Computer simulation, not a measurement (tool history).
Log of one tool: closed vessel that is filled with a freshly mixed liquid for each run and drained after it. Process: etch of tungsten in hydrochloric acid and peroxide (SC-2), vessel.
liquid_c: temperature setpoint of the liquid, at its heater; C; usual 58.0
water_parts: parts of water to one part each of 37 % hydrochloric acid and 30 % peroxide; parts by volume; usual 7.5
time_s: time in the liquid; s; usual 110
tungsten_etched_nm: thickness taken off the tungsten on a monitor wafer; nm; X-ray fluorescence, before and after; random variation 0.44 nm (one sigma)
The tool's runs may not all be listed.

run    hour  liquid_c  water_parts  time_s  read-back film thickness of the tungsten reference wafer, read on the same gauge (nm)  tungsten_etched_nm
  1     0.0      58.0          7.5      80                                                                                 140.00               37.36
  2    41.2      58.0          7.5      80                                                                                 140.00               37.87
       77.5  -- new drum of peroxide connected
      129.3  -- gauge calibrated
  3   130.0      58.0          6.0     110                                                                                 139.95               62.33
  4   180.4      58.0          6.0     110                                                                                 140.03               61.01
  5   224.0      58.0          6.0     110                                                                                 139.97               60.97
  6   314.2      63.5          7.5     110                                                                                 139.99               73.64
  7   387.0      63.5          7.5     110                                                                                 140.02               73.43
  8   489.0      63.5          7.5     110                                                                                 140.02               72.82
  9   576.1      53.0          7.5     110                                                                                 139.98               37.67
 10   657.6      53.0          7.5     110                                                                                 140.03               38.49
 11   712.5      65.5          7.5     110                                                                                 139.99               82.98
      804.6  -- thermometer replaced
 12   805.1      65.5          7.5     110                                                                                 140.00               82.65
 13   854.4      63.0          7.5     125                                                                                 140.00               80.14
      893.0  -- new drum of peroxide connected
 14   905.6      63.0          7.5     125                                                                                 140.02               80.25
 15   995.4      63.5         10.5      70                                                                                 139.99               35.26
 16  1156.2      51.0         10.5     130                                                                                 139.99               29.97
     1185.9  -- chemicals flow meter replaced
 17  1240.5      61.5          7.5     155                                                                                 140.00               90.29
 18  1325.3      58.0          7.5     110                                                                                 139.98               52.33

Run 19 comes next. What will it give?
 19  1394.1      58.0          7.5     110                                                                                      ?                   ?

{"run 19": {"read-back film thickness of the tungsten reference wafer, read on the same gauge (nm)": 140.0, "tungsten_etched_nm": 52.22}}
Without the tool's hidden state the same run would have given tungsten_etched_nm 52.22 nm.
